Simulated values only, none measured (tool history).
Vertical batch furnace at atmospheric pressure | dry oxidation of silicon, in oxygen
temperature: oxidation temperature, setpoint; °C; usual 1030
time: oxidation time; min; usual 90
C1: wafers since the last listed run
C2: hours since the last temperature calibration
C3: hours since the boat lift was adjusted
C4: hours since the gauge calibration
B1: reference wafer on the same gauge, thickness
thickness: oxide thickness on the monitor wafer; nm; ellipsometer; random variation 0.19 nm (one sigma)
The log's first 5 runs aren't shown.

{"run": 6, "hour": 128.1, "temperature": 1030, "time": 90, "C1": 199, "C2": 2850.2, "C3": 4454.9, "C4": 493.2, "B1": 118, "thickness": 117.59}
{"run": 7, "hour": 175.0, "temperature": 1030, "time": 90, "C1": 401, "C2": 2897.1, "C3": 4501.8, "C4": 540.1, "B1": 118.02, "thickness": 117.71}
{"run": 8, "hour": 191.5, "temperature": 1030, "time": 90, "C1": 141, "C2": 2913.6, "C3": 4518.3, "C4": 556.6, "B1": 118.09, "thickness": 117.19}
{"run": 9, "hour": 202.0, "temperature": 1030, "time": 90, "C1": 89, "C2": 2924.1, "C3": 4528.8, "C4": 567.1, "B1": 118.01, "thickness": 117.23}
{"run": 10, "hour": 275.0, "temperature": 1030, "time": 90, "C1": 624, "C2": 2997.1, "C3": 4601.8, "C4": 640.1, "B1": 118.05, "thickness": 117.71}
{"run": 11, "hour": 292.4, "temperature": 1015, "time": 90, "C1": 148, "C2": 3014.5, "C3": 4619.2, "C4": 657.5, "B1": 118, "thickness": 107.65}
{"run": 12, "hour": 312.7, "temperature": 1015, "time": 90, "C1": 173, "C2": 3034.8, "C3": 4639.5, "C4": 677.8, "B1": 117.97, "thickness": 107.52}
{"run": 13, "hour": 337.5, "temperature": 1049, "time": 90, "C1": 212, "C2": 3059.6, "C3": 4664.3, "C4": 702.6, "B1": 118.1, "thickness": 131}
{"hour": 341.0, "done": "gauge calibrated"}
{"run": 14, "hour": 360.6, "temperature": 1030, "time": 90, "C1": 197, "C2": 3082.7, "C3": 4687.4, "C4": 19.6, "B1": 117.95, "thickness": 117.58}
{"run": 15, "hour": 380.9, "temperature": 1030, "time": 69.5, "C1": 173, "C2": 3103, "C3": 4707.7, "C4": 39.9, "B1": 117.94, "thickness": 100.31}
{"run": 16, "hour": 404.4, "temperature": 1030, "time": 69.5, "C1": 201, "C2": 3126.5, "C3": 4731.2, "C4": 63.4, "B1": 117.99, "thickness": 100.52}
{"hour": 441.5, "done": "boat lift adjusted"}
{"run": 17, "hour": 442.0, "temperature": 1030, "time": 90, "C1": 116, "C2": 3164.1, "C3": 0.5, "C4": 101, "B1": 118.03, "thickness": 117.92}
{"run": 18, "hour": 448.0, "temperature": 1044, "time": 101.5, "C1": 51, "C2": 3170.1, "C3": 6.5, "C4": 107, "B1": 117.93, "thickness": 137.47}
{"run": 19, "hour": 453.9, "temperature": 1030, "time": 90, "C1": 50, "C2": 3176, "C3": 12.4, "C4": 112.9, "B1": 117.9, "thickness": 118.05}
{"hour": 494.4, "done": "thermocouples replaced and temperature profile calibrated"}
{"run": 20, "hour": 494.9, "temperature": 1051, "time": 126, "C1": 145, "C2": 0.5, "C3": 53.4, "C4": 153.9, "B1": 118.01, "thickness": 157.5}
{"run": 21, "hour": 500.8, "temperature": 1015, "time": 73.5, "C1": 50, "C2": 6.4, "C3": 59.3, "C4": 159.8, "B1": 118, "thickness": 91.71}
{"run": 22, "hour": 506.8, "temperature": 1030, "time": 90, "C1": 51, "C2": 12.4, "C3": 65.3, "C4": 165.8, "B1": 118.02, "thickness": 113.92}
{"run": 23, "hour": 513.7, "temperature": 1006, "time": 112.5, "C1": 59, "C2": 19.3, "C3": 72.2, "C4": 172.7, "B1": 117.99, "thickness": 112.19}

The next listed run, before its measurement:
{"run": 24, "hour": 537.8, "temperature": 1007, "time": 121, "C1": 206, "C2": 43.4, "C3": 96.3, "C4": 196.8, "B1": "?", "thickness": "?"}

B1: 117.93
thickness: 117.98 nm
Without the tool's hidden state the same run would have given thickness 117.52 nm.
